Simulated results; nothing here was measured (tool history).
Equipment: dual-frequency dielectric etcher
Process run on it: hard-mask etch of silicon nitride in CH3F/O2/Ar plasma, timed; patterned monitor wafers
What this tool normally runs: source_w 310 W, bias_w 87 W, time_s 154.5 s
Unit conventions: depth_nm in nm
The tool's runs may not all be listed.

run	hour	source_w	bias_w	time_s	wafers since the last listed run	hours since the last wet clean	hours since the last source power generator calibration	hours since the last bias power generator calibration	hours since the last upper electrode change	hours since the gauge calibration	read-back reference wafer on the same gauge, depth_nm	depth_nm
1	0	280	87	154.5	0	783.9	2948.6	1526	2492.7	116.6	97.7	97.9
# hour 54.5: wet clean of the chamber
2	55	310	87	154.5	316	0.5	3003.6	1581	2547.7	171.6	97.9	102.3
3	83.7	310	87	154.5	292	29.2	3032.3	1609.7	2576.4	200.3	98.6	102.4
4	293.1	310	87	154.5	2134	238.6	3241.7	1819.1	2785.8	409.7	99.1	103
5	360.9	310	87	154.5	691	306.4	3309.5	1886.9	2853.6	477.5	99.3	103.8
6	468.3	310	87	154.5	1094	413.8	3416.9	1994.3	2961	584.9	99.3	103.6
7	518.2	340	67	154.5	508	463.7	3466.8	2044.2	3010.9	634.8	99.8	101.7
8	566.2	310	87	154.5	489	511.7	3514.8	2092.2	3058.9	682.8	99.8	103.5
9	662.4	260	71	184.5	980	607.9	3611	2188.4	3155.1	779	100.2	109.1
10	761.1	310	98	154.5	1006	706.6	3709.7	2287.1	3253.8	877.7	100.5	108.8
# hour 842.7: wet clean of the chamber
11	867.5	360	97	115	840	24.8	3816.1	2393.5	3360.2	984.1	100.6	86.6
# hour 936.6: upper electrode replaced
12	979.1	310	87	141.5	893	136.4	3927.7	2505.1	42.5	1095.7	100.7	97.3
13	1030.3	340	67	154.5	521	187.6	3978.9	2556.3	93.7	1146.9	100.7	103.3
14	1103.3	310	87	154.5	744	260.6	4051.9	2629.3	166.7	1219.9	101.1	105.4
# hour 1176.1: bias power generator calibrated
15	1204.7	240	109	110	993	362	4153.3	28.6	268.1	1321.3	101.1	71.2
16	1293.6	310	87	154.5	906	450.9	4242.2	117.5	357	1410.2	101.4	106
17	1387.2	250	87	139	954	544.5	4335.8	211.1	450.6	1503.8	101.3	86.8
18	1440.9	310	68	194	547	598.2	4389.5	264.8	504.3	1557.5	101.6	126.1
# hour 1500.7: wet clean of the chamber
19	1554.8	240	109	110	916	54.1	4503.4	378.7	618.2	1671.4	101.6	71.5
# hour 1573.9: source power generator calibrated
20	1592.5	310	77	154.5	343	91.8	18.6	416.4	655.9	1709.1	102	103.5
21	1644.9	390	87	154.5	534	144.2	71	468.8	708.3	1761.5	101.6	117.8
22	1742.7	250	98	196.5	997	242	168.8	566.6	806.1	1859.3	102.2	126.5
23	1825.7	290	102	110	846	325	251.8	649.6	889.1	1942.3	101.9	76.6
24	1874.4	230	87	193	496	373.7	300.5	698.3	937.8	1991	102.3	114.9
25	2104.1	310	87	154.5	2341	603.4	530.2	928	1167.5	2220.7	102.2	107.5
26	2142.8	310	87	124	394	642.1	568.9	966.7	1206.2	2259.4	102.4	86.2
# hour 2183.3: wet clean of the chamber
27	2217.6	310	87	154.5	517	34.3	643.7	1041.5	1281	2334.2	102.3	107.1
28	2322.3	310	97	194	1067	139	748.4	1146.2	1385.7	2438.9	102.5	138
29	2418.9	390	78	129	984	235.6	845	1242.8	1482.3	2535.5	102.3	97

Here are 4 independent what-if runs from the current tool condition. What would each one return?
A	2419.4	310	87	154.5	5	236.1	845.5	1243.3	1482.8	2536	?	?
B	2419.4	380	87	131.5	5	236.1	845.5	1243.3	1482.8	2536	?	?
C	2419.4	280	73	197.5	5	236.1	845.5	1243.3	1482.8	2536	?	?
D	2419.4	310	72	185.5	5	236.1	845.5	1243.3	1482.8	2536	?	?

run	read-back reference wafer on the same gauge, depth_nm	depth_nm
A	102.6	106.4
B	102.6	99.5
C	102.6	123.7
D	102.6	121.6
Without the tool's hidden state the same runs would have given:
run	depth_nm
A	100.7
B	94.1
C	117
D	115

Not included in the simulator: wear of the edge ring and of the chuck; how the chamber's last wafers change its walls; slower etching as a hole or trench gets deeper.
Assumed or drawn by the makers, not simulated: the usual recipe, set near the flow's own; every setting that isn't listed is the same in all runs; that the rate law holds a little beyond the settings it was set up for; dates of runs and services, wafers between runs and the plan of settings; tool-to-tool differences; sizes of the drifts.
